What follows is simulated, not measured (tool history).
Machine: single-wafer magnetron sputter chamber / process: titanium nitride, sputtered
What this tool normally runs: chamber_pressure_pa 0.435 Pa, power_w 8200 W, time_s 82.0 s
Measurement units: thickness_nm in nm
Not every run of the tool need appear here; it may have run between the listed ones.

run   hour  chamber_pressure_pa  power_w  time_s  wafers since the last listed run  wafers on the sputter target  hours since the last manometer calibration  hours since the magnet pack was replaced  hours since the gauge calibration  read-back reference wafer on the same gauge, thickness_nm  thickness_nm
  1    0.0                0.435     8200    82.0                                 0                          3528                                      2556.7                                    7677.2                              320.2                                                    130.054       122.194
  2   34.6                0.435     8200    82.0                               496                          4025                                      2591.3                                    7711.8                              354.8                                                    130.022       121.748
  3   55.7                0.435     8200    82.0                               302                          4328                                      2612.4                                    7732.9                              375.9                                                    130.062       122.355
  4   82.2                0.435     9450    82.0                               380                          4708                                      2638.9                                    7759.4                              402.4                                                    129.756       139.901
  5   94.7                0.435     8200    82.0                               179                          4887                                      2651.4                                    7771.9                              414.9                                                    130.122       122.436
  6  112.1                0.435     8200    82.0                               249                          5137                                      2668.8                                    7789.3                              432.3                                                    129.778       121.717
  7  128.9                0.435     8200    82.0                               241                          5378                                      2685.6                                    7806.1                              449.1                                                    129.793       121.819
  8  153.4                0.435     8200    88.0                               351                          5730                                      2710.1                                    7830.6                              473.6                                                    129.808       131.462
     192.5  -- capacitance manometer re-zeroed and calibrated
  9  193.0                0.435     8200    88.0                               453                          6183                                         0.5                                    7870.2                              513.2                                                    129.627       130.383
     211.3  -- gauge calibrated
     214.2  -- magnet pack replaced
 10  220.8                0.435     8200    82.0                               284                          6468                                        28.3                                       6.6                                9.5                                                    132.807       124.137
 11  240.2                0.515     8200    93.5                               278                          6746                                        47.7                                      26.0                               28.9                                                    132.349       138.033
 12  267.8                0.435     7200    82.0                               396                          7142                                        75.3                                      53.6                               56.5                                                    132.002       109.129
 13  300.7                0.294     6750    93.7                               472                          7614                                       108.2                                      86.5                               89.4                                                    131.944       122.406
 14  314.5                0.435     8200    91.8                               198                          7812                                       122.0                                     100.3                              103.2                                                    131.572       136.555
     324.4  -- sputter target and shields replaced
 15  337.0                0.435     8200    82.0                               208                           180                                       144.5                                     122.8                              125.7                                                    131.163       123.646
 16  357.2                0.435     9300    82.0                               289                           470                                       164.7                                     143.0                              145.9                                                    131.396       139.615
 17  414.1                0.435     8200    82.0                               816                          1287                                       221.6                                     199.9                              202.8                                                    130.869       123.172
 18  465.4                0.569    10200    82.0                               736                          2023                                       272.9                                     251.2                              254.1                                                    130.611       145.852

Here are 4 independent what-if runs from the current tool condition. What would each one return?
  A  465.8                0.435     9000    82.0                                 5                          2029                                       273.3                                     251.6                              254.5                                                          ?             ?
  B  465.8                0.318     9700    82.0                                 5                          2029                                       273.3                                     251.6                              254.5                                                          ?             ?
  C  465.8                0.338     8200    82.0                                 5                          2029                                       273.3                                     251.6                              254.5                                                          ?             ?
  D  465.8                0.325    10000    82.0                                 5                          2029                                       273.3                                     251.6                              254.5                                                          ?             ?

run  read-back reference wafer on the same gauge, thickness_nm  thickness_nm
  A                                                    130.396       134.070
  B                                                    130.396       150.560
  C                                                    130.396       126.381
  D                                                    130.396       154.833
Had the tool no hidden state, the same runs would have come out as:
run  thickness_nm
  A       136.445
  B       153.228
  C       128.620
  D       157.576
